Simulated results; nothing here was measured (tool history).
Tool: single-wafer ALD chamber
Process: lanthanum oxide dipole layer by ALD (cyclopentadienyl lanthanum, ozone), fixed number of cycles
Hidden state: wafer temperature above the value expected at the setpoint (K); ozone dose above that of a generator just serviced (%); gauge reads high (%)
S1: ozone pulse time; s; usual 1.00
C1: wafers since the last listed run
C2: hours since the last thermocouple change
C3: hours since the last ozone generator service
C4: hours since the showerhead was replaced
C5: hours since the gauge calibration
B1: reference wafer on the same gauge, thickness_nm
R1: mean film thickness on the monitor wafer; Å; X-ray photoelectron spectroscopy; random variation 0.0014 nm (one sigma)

{"run": 1, "hour": 0.0, "S1": 1.0, "C1": 0, "C2": 1492.4, "C3": 1234.2, "C4": 6768.2, "C5": 231.1, "B1": 0.571, "R1": 5.34}
{"run": 2, "hour": 13.7, "S1": 1.0, "C1": 357, "C2": 1506.1, "C3": 1247.9, "C4": 6781.9, "C5": 244.8, "B1": 0.571, "R1": 5.31}
{"run": 3, "hour": 46.6, "S1": 1.0, "C1": 859, "C2": 1539.0, "C3": 1280.8, "C4": 6814.8, "C5": 277.7, "B1": 0.571, "R1": 5.33}
{"run": 4, "hour": 74.4, "S1": 1.0, "C1": 726, "C2": 1566.8, "C3": 1308.6, "C4": 6842.6, "C5": 305.5, "B1": 0.571, "R1": 5.31}
{"run": 5, "hour": 94.1, "S1": 1.16, "C1": 514, "C2": 1586.5, "C3": 1328.3, "C4": 6862.3, "C5": 325.2, "B1": 0.571, "R1": 5.5}
{"run": 6, "hour": 122.7, "S1": 1.16, "C1": 747, "C2": 1615.1, "C3": 1356.9, "C4": 6890.9, "C5": 353.8, "B1": 0.571, "R1": 5.5}
{"run": 7, "hour": 156.3, "S1": 1.16, "C1": 877, "C2": 1648.7, "C3": 1390.5, "C4": 6924.5, "C5": 387.4, "B1": 0.571, "R1": 5.51}
{"run": 8, "hour": 187.4, "S1": 0.72, "C1": 812, "C2": 1679.8, "C3": 1421.6, "C4": 6955.6, "C5": 418.5, "B1": 0.571, "R1": 4.81}
{"run": 9, "hour": 199.4, "S1": 0.72, "C1": 313, "C2": 1691.8, "C3": 1433.6, "C4": 6967.6, "C5": 430.5, "B1": 0.571, "R1": 4.8}
{"run": 10, "hour": 223.0, "S1": 1.13, "C1": 616, "C2": 1715.4, "C3": 1457.2, "C4": 6991.2, "C5": 454.1, "B1": 0.571, "R1": 5.43}
{"run": 11, "hour": 237.5, "S1": 1.0, "C1": 378, "C2": 1729.9, "C3": 1471.7, "C4": 7005.7, "C5": 468.6, "B1": 0.571, "R1": 5.29}
{"hour": 246.9, "done": "showerhead replaced, of another model than before"}
{"run": 12, "hour": 268.2, "S1": 1.13, "C1": 593, "C2": 1760.6, "C3": 1502.4, "C4": 21.3, "C5": 499.3, "B1": 0.571, "R1": 5.5}
{"run": 13, "hour": 286.2, "S1": 0.65, "C1": 470, "C2": 1778.6, "C3": 1520.4, "C4": 39.3, "C5": 517.3, "B1": 0.571, "R1": 5.1}
{"hour": 295.8, "done": "thermocouple changed; heater temperature recalibrated"}
{"run": 14, "hour": 308.7, "S1": 1.19, "C1": 378, "C2": 12.9, "C3": 1542.9, "C4": 61.8, "C5": 539.8, "B1": 0.571, "R1": 5.53}
{"hour": 327.3, "done": "gauge calibrated"}
{"run": 15, "hour": 331.8, "S1": 0.62, "C1": 603, "C2": 36.0, "C3": 1566.0, "C4": 84.9, "C5": 4.5, "B1": 0.571, "R1": 5.06}
{"run": 16, "hour": 383.9, "S1": 0.62, "C1": 1361, "C2": 88.1, "C3": 1618.1, "C4": 137.0, "C5": 56.6, "B1": 0.571, "R1": 5.05}
{"hour": 400.2, "done": "ozone generator serviced"}
{"run": 17, "hour": 409.8, "S1": 1.21, "C1": 467, "C2": 114.0, "C3": 9.6, "C4": 162.9, "C5": 82.5, "B1": 0.571, "R1": 5.69}
{"run": 18, "hour": 426.5, "S1": 0.89, "C1": 436, "C2": 130.7, "C3": 26.3, "C4": 179.6, "C5": 99.2, "B1": 0.571, "R1": 5.46}
{"run": 19, "hour": 450.5, "S1": 1.12, "C1": 627, "C2": 154.7, "C3": 50.3, "C4": 203.6, "C5": 123.2, "B1": 0.571, "R1": 5.63}
{"run": 20, "hour": 483.9, "S1": 0.77, "C1": 872, "C2": 188.1, "C3": 83.7, "C4": 237.0, "C5": 156.6, "B1": 0.571, "R1": 5.34}
{"run": 21, "hour": 497.0, "S1": 1.0, "C1": 342, "C2": 201.2, "C3": 96.8, "C4": 250.1, "C5": 169.7, "B1": 0.571, "R1": 5.52}
{"run": 22, "hour": 511.5, "S1": 0.7, "C1": 378, "C2": 215.7, "C3": 111.3, "C4": 264.6, "C5": 184.2, "B1": 0.571, "R1": 5.28}

Forecast each of these 3 alternatives for the next run:
{"run": "A", "hour": 511.9, "S1": 1.0, "C1": 10, "C2": 216.1, "C3": 111.7, "C4": 265.0, "C5": 184.6, "B1": "?", "R1": "?"}
{"run": "B", "hour": 511.9, "S1": 1.35, "C1": 10, "C2": 216.1, "C3": 111.7, "C4": 265.0, "C5": 184.6, "B1": "?", "R1": "?"}
{"run": "C", "hour": 511.9, "S1": 0.69, "C1": 10, "C2": 216.1, "C3": 111.7, "C4": 265.0, "C5": 184.6, "B1": "?", "R1": "?"}

run=A B1=0.571 R1=5.50
run=B B1=0.571 R1=5.72
run=C B1=0.571 R1=5.26
Without the tool's hidden state the same runs would have given:
run=A R1=5.52
run=B R1=5.73
run=C R1=5.27
